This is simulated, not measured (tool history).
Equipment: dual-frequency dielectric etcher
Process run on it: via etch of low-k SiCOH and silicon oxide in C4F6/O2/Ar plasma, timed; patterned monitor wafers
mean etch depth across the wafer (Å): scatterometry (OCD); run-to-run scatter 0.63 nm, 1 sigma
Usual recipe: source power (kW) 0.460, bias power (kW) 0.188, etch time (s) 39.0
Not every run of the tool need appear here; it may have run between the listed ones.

run,hour,source power (kW),bias power (kW),etch time (s),"read-back reference wafer on the same gauge, depth_nm",mean etch depth across the wafer (Å)
1,0.0,0.500,0.171,39.0,109.0,1111
2,20.6,0.500,0.171,39.0,108.9,1112
3,45.4,0.500,0.171,39.0,109.1,1105
4,63.0,0.460,0.188,39.0,108.9,1112
5,75.4,0.460,0.188,39.0,108.9,1123
6,109.8,0.460,0.188,39.0,108.9,1110
7,141.2,0.460,0.188,39.0,108.7,1104
8,158.1,0.460,0.188,39.0,108.9,1096
9,178.1,0.460,0.188,39.0,109.2,1106
# hour 226.4: upper electrode replaced
10,226.9,0.460,0.218,34.5,109.0,1025
11,228.6,0.460,0.218,34.5,109.0,1037
12,243.2,0.460,0.218,34.5,109.1,1027
# hour 249.6: source power generator calibrated
# hour 267.8: wet clean of the chamber
13,268.3,0.460,0.188,44.5,109.2,1266
14,293.3,0.460,0.173,46.0,109.2,1267
15,309.3,0.460,0.188,39.0,109.1,1105
16,332.0,0.530,0.155,42.5,109.0,1187
# hour 348.8: bias power generator calibrated
17,363.2,0.460,0.188,47.0,109.1,1339
# hour 366.2: gauge calibrated
18,392.5,0.490,0.188,39.0,109.0,1123
19,409.9,0.520,0.202,39.0,109.0,1195
20,422.1,0.460,0.188,32.0,108.9,912
21,445.3,0.460,0.188,39.0,109.0,1102
22,477.2,0.460,0.188,39.0,109.1,1101
23,504.3,0.460,0.188,39.0,109.0,1103
24,535.7,0.540,0.188,39.0,108.7,1199

Run 25 is up next; what results do you expect?
25,563.3,0.460,0.163,39.0,?,?

{"run 25": {"read-back reference wafer on the same gauge, depth_nm": 109.0, "mean etch depth across the wafer (Å)": 1060}}
Had the tool carried no hidden state, the very same run would have given mean etch depth across the wafer (Å) 1060.
